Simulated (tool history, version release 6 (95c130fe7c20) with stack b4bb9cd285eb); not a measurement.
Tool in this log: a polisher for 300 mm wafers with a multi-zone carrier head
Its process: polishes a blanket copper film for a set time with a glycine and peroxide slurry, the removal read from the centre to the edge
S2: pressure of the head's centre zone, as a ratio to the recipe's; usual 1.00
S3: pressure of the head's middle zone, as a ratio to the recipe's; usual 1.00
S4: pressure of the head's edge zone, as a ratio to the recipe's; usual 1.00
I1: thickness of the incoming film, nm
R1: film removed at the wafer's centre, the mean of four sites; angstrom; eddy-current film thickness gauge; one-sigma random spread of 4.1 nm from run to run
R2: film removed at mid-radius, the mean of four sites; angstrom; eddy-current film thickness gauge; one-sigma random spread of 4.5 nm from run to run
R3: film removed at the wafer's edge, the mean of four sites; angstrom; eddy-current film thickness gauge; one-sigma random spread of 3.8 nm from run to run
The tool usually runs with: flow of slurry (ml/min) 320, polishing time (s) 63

Run 1, hour 0.0: usual settings; I1 1905.6. Result: R1 4007 angstrom, R2 4107 angstrom, R3 4021 angstrom.
Run 2, hour 57.1: usual settings but polishing time (s) 51; I1 1915.3. Result: R1 3209 angstrom, R2 3321 angstrom, R3 3295 angstrom.
Run 3, hour 152.8: usual settings but flow of slurry (ml/min) 240, S3 0.90; I1 1886.7. Result: R1 3946 angstrom, R2 3758 angstrom, R3 4007 angstrom.
Run 4, hour 195.7: usual settings but S2 0.91; I1 1903.1. Result: R1 3669 angstrom, R2 4136 angstrom, R3 3970 angstrom.
Run 5, hour 238.1: usual settings; I1 1937.7. Result: R1 4063 angstrom, R2 4125 angstrom, R3 4060 angstrom.
At hour 286.6: slurry nozzle cleaned.
Run 6, hour 294.8: usual settings but S2 0.92, S4 1.07, polishing time (s) 84; I1 1892.5. Result: R1 4921 angstrom, R2 5521 angstrom, R3 5666 angstrom.
At hour 374.6: worn pad replaced by a new one.
Run 7, hour 400.7: usual settings but S2 1.06, S3 1.09, S4 1.12; I1 1920.1. Result: R1 4293 angstrom, R2 4258 angstrom, R3 4214 angstrom.
At hour 499.1: centre zone pressure recalibrated.
Run 8, hour 501.0: usual settings but S2 1.12; I1 1871.8. Result: R1 4497 angstrom, R2 4109 angstrom, R3 4088 angstrom.
Run 9, hour 538.4: usual settings but flow of slurry (ml/min) 385, S3 0.91, S4 1.06, polishing time (s) 57; I1 1896.4. Result: R1 3670 angstrom, R2 3626 angstrom, R3 3809 angstrom.
Run 10, hour 578.9: usual settings but flow of slurry (ml/min) 385; I1 1910.2. Result: R1 4056 angstrom, R2 4118 angstrom, R3 4126 angstrom.
Run 11, hour 627.5: usual settings; I1 1899.9. Result: R1 4032 angstrom, R2 4047 angstrom, R3 4084 angstrom.
Run 12, hour 673.3: usual settings but polishing time (s) 76; I1 1912.3. Result: R1 4826 angstrom, R2 4946 angstrom, R3 4816 angstrom.
At hour 681.4: edge zone pressure recalibrated.
At hour 700.2: slurry nozzle cleaned.
Run 13, hour 753.1: usual settings but S2 0.89, S3 1.10; I1 1902.6. Result: R1 3532 angstrom, R2 4422 angstrom, R3 4099 angstrom.
Run 14, hour 811.0: usual settings but flow of slurry (ml/min) 215, polishing time (s) 53; I1 1868.2. Result: R1 3214 angstrom, R2 3308 angstrom, R3 3276 angstrom.
At hour 827.2: worn pad replaced by a new one.
Run 15, hour 907.8: usual settings but flow of slurry (ml/min) 255, S2 1.08; I1 1908.4. Result: R1 4197 angstrom, R2 3981 angstrom, R3 3923 angstrom.
At hour 929.2: carrier head's membrane replaced by a new one.
Run 16, hour 960.0: usual settings but S3 0.93, S4 1.12; I1 1879.4. Result: R1 4008 angstrom, R2 3990 angstrom, R3 4284 angstrom.
Run 17, hour 1005.0: usual settings but S2 0.93; I1 1899.9. Result: R1 3790 angstrom, R2 4069 angstrom, R3 4120 angstrom.
Run 18, hour 1099.8: usual settings; I1 1909.9. Result: R1 4029 angstrom, R2 4041 angstrom, R3 4095 angstrom.
At hour 1151.5: slurry nozzle cleaned.
Run 19, hour 1156.0: usual settings but flow of slurry (ml/min) 275, S2 1.05, S4 0.94; I1 1925.5. Result: R1 4171 angstrom, R2 4004 angstrom, R3 3890 angstrom.
Run 20, hour 1215.0: usual settings but polishing time (s) 78; I1 1897.0. Result: R1 5006 angstrom, R2 5112 angstrom, R3 5105 angstrom.
Run 21, hour 1257.8: usual settings but S2 0.94; I1 1864.9. Result: R1 3817 angstrom, R2 4112 angstrom, R3 4080 angstrom.

What if the next run were any one of these 5? Each begins from the tool's condition after run 21:
Run A, hour 1258.2: usual settings; I1 1885.6. Result: R1 ?, R2 ?, R3 ?.
Run B, hour 1258.2: usual settings but flow of slurry (ml/min) 240, S2 0.95, S3 1.10, S4 0.88; I1 1885.6. Result: R1 ?, R2 ?, R3 ?.
Run C, hour 1258.2: usual settings but S4 0.88, polishing time (s) 71; I1 1885.6. Result: R1 ?, R2 ?, R3 ?.
Run D, hour 1258.2: usual settings but flow of slurry (ml/min) 425, S2 1.07, polishing time (s) 48; I1 1885.6. Result: R1 ?, R2 ?, R3 ?.
Run E, hour 1258.2: usual settings but S2 0.96, S4 0.90, polishing time (s) 75; I1 1885.6. Result: R1 ?, R2 ?, R3 ?.

run    R1    R2    R3
  A  4082  4119  4043
  B  3732  4176  3727
  C  4600  4643  4315
  D  3419  3214  3139
  E  4663  4906  4600
With the hidden condition removed and each run's random variation left untouched, the same runs would have given:
run    R1    R2    R3
  A  4082  4119  4043
  B  3732  4176  3727
  C  4600  4643  4315
  D  3419  3214  3139
  E  4663  4906  4600

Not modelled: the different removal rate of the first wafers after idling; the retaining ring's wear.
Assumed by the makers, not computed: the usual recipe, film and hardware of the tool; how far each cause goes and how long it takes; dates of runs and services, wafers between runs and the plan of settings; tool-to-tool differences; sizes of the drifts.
